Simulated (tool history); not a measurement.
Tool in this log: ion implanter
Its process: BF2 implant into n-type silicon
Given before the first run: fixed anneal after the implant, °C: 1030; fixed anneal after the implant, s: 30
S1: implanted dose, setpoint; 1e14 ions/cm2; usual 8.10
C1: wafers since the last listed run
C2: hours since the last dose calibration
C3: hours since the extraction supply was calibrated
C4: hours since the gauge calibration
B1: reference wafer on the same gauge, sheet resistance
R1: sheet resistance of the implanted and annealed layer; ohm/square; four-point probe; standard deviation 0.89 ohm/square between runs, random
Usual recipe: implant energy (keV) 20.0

run 1 hour=0.0 | S1=6.17 implant_energy_(keV)=22.0 | C1=0 C2=1128.6 C3=3340.3 C4=784.3 | B1=171.09 | R1=201.47
run 2 hour=68.4 | S1=6.17 implant_energy_(keV)=22.0 | C1=2166 C2=1197.0 C3=3408.7 C4=852.7 | B1=171.09 | R1=201.63
run 3 hour=266.9 | S1=6.17 implant_energy_(keV)=22.0 | C1=6287 C2=1395.5 C3=3607.2 C4=1051.2 | B1=170.96 | R1=202.59
run 4 hour=316.0 | S1=7.15 implant_energy_(keV)=20.0 | C1=1555 C2=1444.6 C3=3656.3 C4=1100.3 | B1=170.93 | R1=185.28
run 5 hour=420.4 | S1=7.15 implant_energy_(keV)=20.0 | C1=3306 C2=1549.0 C3=3760.7 C4=1204.7 | B1=171.05 | R1=184.20
run 6 hour=516.7 | S1=7.15 implant_energy_(keV)=20.0 | C1=3050 C2=1645.3 C3=3857.0 C4=1301.0 | B1=170.79 | R1=185.07
run 7 hour=585.6 | S1=9.75 implant_energy_(keV)=20.0 | C1=2182 C2=1714.2 C3=3925.9 C4=1369.9 | B1=170.85 | R1=150.31
-- hour=588.9 gauge calibrated
run 8 hour=681.4 | S1=8.10 implant_energy_(keV)=20.0 | C1=3034 C2=1810.0 C3=4021.7 C4=92.5 | B1=171.00 | R1=170.30
run 9 hour=763.4 | S1=8.10 implant_energy_(keV)=20.0 | C1=2597 C2=1892.0 C3=4103.7 C4=174.5 | B1=171.01 | R1=170.51
run 10 hour=866.5 | S1=8.10 implant_energy_(keV)=20.0 | C1=3265 C2=1995.1 C3=4206.8 C4=277.6 | B1=170.71 | R1=170.04
-- hour=916.5 extraction supply calibrated
-- hour=949.4 Faraday cup replaced and dose calibrated
run 11 hour=968.4 | S1=9.87 implant_energy_(keV)=14.5 | C1=2720 C2=19.0 C3=51.9 C4=379.5 | B1=171.33 | R1=160.24
run 12 hour=1054.8 | S1=9.68 implant_energy_(keV)=15.0 | C1=2736 C2=105.4 C3=138.3 C4=465.9 | B1=171.06 | R1=160.45
run 13 hour=1095.3 | S1=8.10 implant_energy_(keV)=20.0 | C1=1282 C2=145.9 C3=178.8 C4=506.4 | B1=171.01 | R1=168.31
run 14 hour=1176.5 | S1=9.29 implant_energy_(keV)=26.5 | C1=2571 C2=227.1 C3=260.0 C4=587.6 | B1=170.81 | R1=144.13
run 15 hour=1260.7 | S1=8.96 implant_energy_(keV)=16.5 | C1=2667 C2=311.3 C3=344.2 C4=671.8 | B1=170.75 | R1=164.02
run 16 hour=1355.7 | S1=6.97 implant_energy_(keV)=22.5 | C1=3009 C2=406.3 C3=439.2 C4=766.8 | B1=170.89 | R1=182.08
run 17 hour=1443.4 | S1=8.10 implant_energy_(keV)=20.0 | C1=2777 C2=494.0 C3=526.9 C4=854.5 | B1=170.94 | R1=167.86
run 18 hour=1522.3 | S1=9.54 implant_energy_(keV)=26.0 | C1=2499 C2=572.9 C3=605.8 C4=933.4 | B1=170.61 | R1=142.01
run 19 hour=1586.5 | S1=6.39 implant_energy_(keV)=20.0 | C1=2033 C2=637.1 C3=670.0 C4=997.6 | B1=170.86 | R1=198.12
run 20 hour=1661.6 | S1=8.10 implant_energy_(keV)=20.0 | C1=2378 C2=712.2 C3=745.1 C4=1072.7 | B1=171.18 | R1=169.21
run 21 hour=1809.3 | S1=10.37 implant_energy_(keV)=25.5 | C1=4678 C2=859.9 C3=892.8 C4=1220.4 | B1=171.08 | R1=136.08

Consider 3 possible next runs. They are alternatives, not a sequence: every one starts from the tool as it was left by run 21. What does each give?
run A hour=1809.7 | S1=8.10 implant_energy_(keV)=15.5 | C1=12 C2=860.3 C3=893.2 C4=1220.8 | B1=? | R1=?
run B hour=1809.7 | S1=7.25 implant_energy_(keV)=20.0 | C1=12 C2=860.3 C3=893.2 C4=1220.8 | B1=? | R1=?
run C hour=1809.7 | S1=9.89 implant_energy_(keV)=24.0 | C1=12 C2=860.3 C3=893.2 C4=1220.8 | B1=? | R1=?

run=A B1=171.07 R1=177.42
run=B B1=171.07 R1=181.24
run=C B1=171.07 R1=141.99
Take away the tool's hidden state, keep each run's random variation, and the runs would have read:
run=A R1=176.42
run=B R1=180.08
run=C R1=141.23

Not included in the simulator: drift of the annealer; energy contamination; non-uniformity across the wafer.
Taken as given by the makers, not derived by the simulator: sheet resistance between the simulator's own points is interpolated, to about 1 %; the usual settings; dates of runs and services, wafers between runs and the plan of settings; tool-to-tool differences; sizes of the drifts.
